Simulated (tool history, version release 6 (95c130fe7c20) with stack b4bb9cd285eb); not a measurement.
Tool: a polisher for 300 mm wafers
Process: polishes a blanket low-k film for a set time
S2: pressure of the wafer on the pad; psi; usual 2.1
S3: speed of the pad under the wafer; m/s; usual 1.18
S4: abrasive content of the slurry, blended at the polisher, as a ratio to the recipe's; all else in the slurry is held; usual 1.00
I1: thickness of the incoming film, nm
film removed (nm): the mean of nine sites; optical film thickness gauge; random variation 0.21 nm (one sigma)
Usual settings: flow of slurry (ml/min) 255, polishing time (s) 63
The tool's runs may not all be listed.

Run 1, hour 0.0: usual settings; I1 442.3. Result: film removed (nm) 32.6.
Run 2, hour 61.7: usual settings but S4 1.10, polishing time (s) 53; I1 444.3. Result: film removed (nm) 28.6.
Run 3, hour 140.2: usual settings but S4 1.10, polishing time (s) 53; I1 457.5. Result: film removed (nm) 28.8.
At hour 147.9: slurry blender recalibrated.
At hour 167.7: conditioning disc replaced and pad reconditioned.
Run 4, hour 227.5: usual settings but S4 1.10, polishing time (s) 53; I1 453.8. Result: film removed (nm) 28.5.
At hour 256.2: head pressure recalibrated.
Run 5, hour 320.6: usual settings; I1 445.0. Result: film removed (nm) 32.9.
At hour 335.4: worn pad replaced by a new one.
Run 6, hour 417.3: usual settings; I1 457.5. Result: film removed (nm) 32.7.
Run 7, hour 469.0: usual settings; I1 448.2. Result: film removed (nm) 32.5.
Run 8, hour 518.5: usual settings but S4 1.30; I1 453.5. Result: film removed (nm) 36.6.
At hour 548.0: slurry nozzle cleaned.
At hour 606.3: slurry blender recalibrated.
Run 9, hour 618.5: usual settings; I1 454.4. Result: film removed (nm) 33.1.
At hour 643.0: conditioning disc replaced and pad reconditioned.
Run 10, hour 722.8: usual settings; I1 452.9. Result: film removed (nm) 32.5.
At hour 860.9: worn pad replaced by a new one.
Run 11, hour 986.3: usual settings but S2 1.6 psi, S3 1.04 m/s; I1 452.8. Result: film removed (nm) 24.1.
Run 12, hour 1064.1: usual settings; I1 448.8. Result: film removed (nm) 32.7.
At hour 1079.7: slurry blender recalibrated.
Run 13, hour 1121.5: usual settings but S2 2.7 psi, S4 1.25; I1 449.4. Result: film removed (nm) 45.1.
At hour 1177.4: head pressure recalibrated.
At hour 1210.1: slurry nozzle cleaned.
At hour 1211.7: conditioning disc replaced and pad reconditioned.
Run 14, hour 1229.5: usual settings; I1 450.1. Result: film removed (nm) 32.9.
Run 15, hour 1309.8: usual settings but S4 0.90; I1 453.2. Result: film removed (nm) 31.3.
At hour 1370.7: worn pad replaced by a new one.
Run 16, hour 1371.4: usual settings but flow of slurry (ml/min) 335, S2 1.9 psi, S3 1.02 m/s, S4 1.15; I1 441.7. Result: film removed (nm) 29.3.
Run 17, hour 1469.9: usual settings but S4 1.15; I1 444.2. Result: film removed (nm) 34.9.
Run 18, hour 1548.7: usual settings but S2 2.3 psi, polishing time (s) 73; I1 452.0. Result: film removed (nm) 41.2.
At hour 1619.5: slurry blender recalibrated.
Run 19, hour 1639.0: usual settings but S2 2.7 psi, S4 1.25; I1 448.4. Result: film removed (nm) 45.1.
Run 20, hour 1679.0: usual settings but flow of slurry (ml/min) 205, S2 2.8 psi, S3 1.58 m/s, S4 1.20; I1 455.8. Result: film removed (nm) 54.7.
Run 21, hour 1737.7: usual settings; I1 451.7. Result: film removed (nm) 32.5.
At hour 1744.4: conditioning disc replaced and pad reconditioned.
Run 22, hour 1817.6: usual settings but S2 1.7 psi, S4 0.85, polishing time (s) 50; I1 451.4. Result: film removed (nm) 20.2.
At hour 1900.1: slurry nozzle cleaned.
Run 23, hour 1921.8: usual settings but S3 0.94 m/s, S4 0.80; I1 459.9. Result: film removed (nm) 25.3.
At hour 1947.5: worn pad replaced by a new one.
Run 24, hour 1963.0: usual settings but flow of slurry (ml/min) 210, polishing time (s) 51; I1 453.0. Result: film removed (nm) 25.9.

Forecast each of these 5 alternatives for the next run:
Run A, hour 1963.4: usual settings; I1 449.1. Result: film removed (nm) ?.
Run B, hour 1963.4: usual settings but S2 2.4 psi; I1 449.1. Result: film removed (nm) ?.
Run C, hour 1963.4: usual settings but polishing time (s) 45; I1 449.1. Result: film removed (nm) ?.
Run D, hour 1963.4: usual settings but S3 1.44 m/s; I1 449.1. Result: film removed (nm) ?.
Run E, hour 1963.4: usual settings but flow of slurry (ml/min) 210, S2 2.5 psi, S4 1.25, polishing time (s) 75; I1 449.1. Result: film removed (nm) ?.

run  film removed (nm)
  A               32.5
  B               36.5
  C               23.2
  D               37.7
  E               48.3
Without the tool's hidden state the same runs would have given:
run  film removed (nm)
  A               32.5
  B               36.5
  C               23.2
  D               37.7
  E               48.3
